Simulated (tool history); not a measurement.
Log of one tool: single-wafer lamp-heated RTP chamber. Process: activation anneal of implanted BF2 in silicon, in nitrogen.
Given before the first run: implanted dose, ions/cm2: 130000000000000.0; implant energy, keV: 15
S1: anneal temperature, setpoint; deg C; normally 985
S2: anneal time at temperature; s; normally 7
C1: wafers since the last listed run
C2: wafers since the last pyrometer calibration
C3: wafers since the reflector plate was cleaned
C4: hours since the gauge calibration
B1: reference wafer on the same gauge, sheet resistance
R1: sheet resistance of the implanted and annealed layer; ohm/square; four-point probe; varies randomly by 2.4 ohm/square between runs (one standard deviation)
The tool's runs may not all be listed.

run      day    S1  S2    C1     C2     C3      C4      B1      R1
  1    0.000   985   7     0    404  14044  1566.8  860.72  783.69
       3.200  -- reflector plate cleaned
  2    3.738   985   7  1798   2202    284  1656.5  860.47  782.24
  3    5.342   985   7   847   3050   1131  1695.0  859.98  779.29
  4    7.371   985   5  1072   4122   2204  1743.7  860.34  782.88
  5   12.842   985   5  2890   7012   5094  1875.0  861.04  785.39
  6   16.479   961   7  1921   8934   7015  1962.3  860.34  792.94
  7   20.192   961   7  1961  10895   8977  2051.4  861.50  790.67
  8   22.838   961   7  1397  12293  10375  2114.9  860.47  791.57
  9   26.550   993   6  1961  14254  12336  2204.0  861.28  780.16
      28.308  -- pyrometer window cleaned and pyrometer calibrated
 10   30.079   993   6  1688    935  14024  2288.7  861.82  778.22
      30.492  -- reflector plate cleaned
 11   31.633   993   6   644   1580    603  2326.0  862.48  778.52
 12   33.479   985   6   975   2555   1579  2370.3  861.28  783.44
      37.617  -- gauge calibrated
 13   38.008   985   6  2392   4948   3971     9.4  848.65  773.32
 14   39.958   985   6  1030   5978   5001    56.2  849.03  775.51
 15   44.054  1010  11  2163   8142   7165   154.5  850.31  757.80
 16   47.033   985   7  1573   9715   8739   226.0  850.78  774.46
 17   51.358  1003   7  2284  12000  11024   329.8  852.48  769.80
 18   55.450  1005  10  2161  14162  13186   428.0  853.20  764.45
      56.067  -- pyrometer window cleaned and pyrometer calibrated
      57.350  -- reflector plate cleaned
 19   59.675   985   7  1879   1730   1227   529.4  854.43  776.36
 20   62.746   985   7  1622   3353   2850   603.1  853.98  777.23
 21   64.454   985   7   902   4255   3752   644.1  854.43  779.92
 22   68.188  1004   9  1972   6227   5724   733.7  855.34  769.59
 23   71.500   957  10  1750   7977   7474   813.2  855.12  790.53
 24   74.558   968   7  1615   9593   9090   886.6  855.25  783.03
 25   78.717  1014   4  2196  11790  11287   986.4  856.57  775.88
      80.683  -- pyrometer window cleaned and pyrometer calibrated
 26   81.375   985   7  1228    365  12515  1050.2  857.08  784.67
      82.788  -- reflector plate cleaned
 27   85.154  1007   9  1820   2185   1251  1140.9  857.45  767.65
 28   88.000   977   7  1503   3689   2754  1209.2  857.68  776.97
 29   92.054   975   9  2141   5830   4896  1306.5  858.17  780.06
 30   94.379   977   6  1228   7059   6124  1362.3  859.04  782.35
 31   99.600   994  10  2758   9817   8882  1487.6  858.27  770.89
 32  102.117   985   7  1329  11146  10212  1548.0  858.07  782.33
 33  106.325   976  11  2223  13370  12435  1649.0  858.73  780.18
     109.333  -- pyrometer window cleaned and pyrometer calibrated
     110.508  -- reflector plate cleaned
 34  110.529   964   3  1868    454     11  1749.9  859.54  796.14
 35  113.292   985   7  1459   1914   1470  1816.2  858.97  780.23

Some steps in R1, run to run, broken into two amounts with sign: the step expected even without the hidden condition (settings, incoming material, random variation), and the rest, left for the hidden condition together with whatever gauge scatter is not in both the measured and the hidden-condition-free result:
The hidden state here: true wafer temperature minus pyrometer reading, K; wafer temperature error from the tarnished reflector plate, K; gauge reads high (%).
Run 12 -> 13: gauge calibrated. R1 -10.12 ohm/square: hidden state -11.55, all else +1.43.
Run 14 -> 15: S1 985 -> 1010, S2 6 -> 11. R1 -17.71 ohm/square: hidden state +1.11, all else -18.82.
Run 16 -> 17: S1 985 -> 1003. R1 -4.66 ohm/square: hidden state +0.94, all else -5.60.
Run 22 -> 23: S1 1004 -> 957, S2 9 -> 10. R1 +20.94 ohm/square: hidden state +0.56, all else +20.38.
Run 26 -> 27: S1 985 -> 1007, S2 7 -> 9, reflector plate cleaned. R1 -17.02 ohm/square: hidden state +0.14, all else -17.16.
